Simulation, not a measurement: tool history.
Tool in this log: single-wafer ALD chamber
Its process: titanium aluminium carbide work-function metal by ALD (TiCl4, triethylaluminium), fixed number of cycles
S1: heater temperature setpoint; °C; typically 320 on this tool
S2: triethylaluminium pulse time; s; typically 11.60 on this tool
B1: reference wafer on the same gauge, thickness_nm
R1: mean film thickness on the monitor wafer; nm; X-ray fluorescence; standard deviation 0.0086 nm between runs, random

run,hour,S1,S2,B1,R1
1,0.0,320,11.60,2.731,2.375
2,31.1,320,8.63,2.732,2.301
3,50.3,320,11.60,2.729,2.383
4,77.2,320,11.60,2.727,2.370
5,93.8,320,11.60,2.726,2.386
6,115.7,320,11.60,2.730,2.372
7,135.8,320,11.60,2.727,2.375
8,154.7,320,11.60,2.729,2.365
9,171.9,326,14.12,2.734,2.466
10,186.9,326,14.12,2.724,2.456
# hour 205.0: gauge calibrated
# hour 218.2: showerhead replaced
11,253.5,326,14.12,2.733,2.467
12,265.6,310,13.21,2.735,2.290
13,284.9,310,13.21,2.731,2.301
14,303.4,320,11.60,2.731,2.370
15,328.5,320,11.60,2.731,2.370
16,342.7,314,8.43,2.727,2.213
17,365.0,328,11.60,2.730,2.447
18,388.8,320,11.60,2.733,2.365
19,424.5,308,8.69,2.727,2.174
20,450.6,310,13.21,2.730,2.307
# hour 475.1: thermocouple changed; heater temperature recalibrated
21,475.6,320,11.60,2.725,2.362
22,482.4,315,11.60,2.731,2.323
# hour 493.6: triethylaluminium bottle replaced
23,508.3,308,8.52,2.731,2.174
24,523.0,335,15.22,2.731,2.577
25,556.4,331,8.63,2.731,2.388
26,570.8,320,11.60,2.730,2.358
27,591.5,320,11.60,2.730,2.375
28,609.2,316,7.74,2.736,2.191
29,627.0,320,16.23,2.727,2.420
30,649.6,328,9.90,2.730,2.435

Predict each of these 3 candidate next runs independently; none follows another, all start after run 30:
A,650.0,320,11.60,?,?
B,650.0,332,9.09,?,?
C,650.0,333,11.60,?,?

run,B1,R1
A,2.729,2.362
B,2.729,2.418
C,2.729,2.499
What these runs would have given with no unlogged condition in the tool:
run,R1
A,2.362
B,2.418
C,2.499
